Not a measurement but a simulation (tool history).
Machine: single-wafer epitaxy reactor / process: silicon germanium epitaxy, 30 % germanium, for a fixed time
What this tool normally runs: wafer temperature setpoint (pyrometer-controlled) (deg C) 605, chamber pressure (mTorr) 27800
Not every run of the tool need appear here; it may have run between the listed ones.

run   hour  wafer temperature setpoint (pyrometer-controlled) (deg C)  chamber pressure (mTorr)  read-back reference wafer on the same gauge, thickness_nm  mean film thickness on the monitor wafer (Å)
  1    0.0                                                        605                     27800                                                     79.779                                        851.29
  2   32.5                                                        614                     27800                                                     79.804                                        986.92
  3   65.4                                                        601                     25300                                                     79.884                                        748.01
  4   99.3                                                        601                     25300                                                     79.908                                        751.18
  5  129.1                                                        601                     25300                                                     79.890                                        753.83
  6  163.2                                                        605                     23700                                                     79.677                                        771.73
  7  191.2                                                        605                     27800                                                     79.718                                        861.72
     192.9  -- gauge calibrated
  8  215.8                                                        605                     27800                                                     79.642                                        863.52
  9  242.8                                                        605                     27800                                                     79.822                                        868.99
     273.4  -- capacitance manometer re-zeroed and calibrated
 10  274.4                                                        605                     31000                                                     79.775                                        898.55
 11  297.2                                                        605                     27800                                                     79.644                                        842.53
 12  327.6                                                        590                     31200                                                     79.739                                        712.42
     340.6  -- showerhead replaced
 13  359.1                                                        616                     30200                                                     79.703                                       1062.02
     388.9  -- pyrometer calibrated
 14  389.4                                                        593                     25000                                                     79.773                                        578.82
 15  405.5                                                        605                     32700                                                     79.563                                        852.53
 16  419.3                                                        601                     25600                                                     79.907                                        677.14
 17  446.7                                                        611                     22800                                                     79.816                                        728.84
 18  465.6                                                        605                     27800                                                     79.984                                        776.14
 19  492.4                                                        619                     32700                                                     79.638                                       1063.57
 20  504.7                                                        609                     22500                                                     79.842                                        700.35

Some steps in mean film thickness on the monitor wafer (Å) between neighbouring runs. How much of each would the tool show without its hidden state too (settings, what came in, random variation), and how much is left for the hidden state, with any gauge scatter that isn't in both results?
Hidden state at play: wafer temperature above the value expected at the setpoint (K); true pressure above the setpoint (%); gauge reads high (%).
Run 12 -> 13: wafer temperature setpoint (pyrometer-controlled) (deg C) 590 -> 616, chamber pressure (mTorr) 31200 -> 30200, showerhead replaced. mean film thickness on the monitor wafer (Å) +349.60: hidden state +30.12, all else +319.48.
Run 13 -> 14: wafer temperature setpoint (pyrometer-controlled) (deg C) 616 -> 593, chamber pressure (mTorr) 30200 -> 25000, pyrometer calibrated. mean film thickness on the monitor wafer (Å) -483.20: hidden state -94.88, all else -388.32.
Run 19 -> 20: wafer temperature setpoint (pyrometer-controlled) (deg C) 619 -> 609, chamber pressure (mTorr) 32700 -> 22500. mean film thickness on the monitor wafer (Å) -363.22: hidden state -2.80, all else -360.42.

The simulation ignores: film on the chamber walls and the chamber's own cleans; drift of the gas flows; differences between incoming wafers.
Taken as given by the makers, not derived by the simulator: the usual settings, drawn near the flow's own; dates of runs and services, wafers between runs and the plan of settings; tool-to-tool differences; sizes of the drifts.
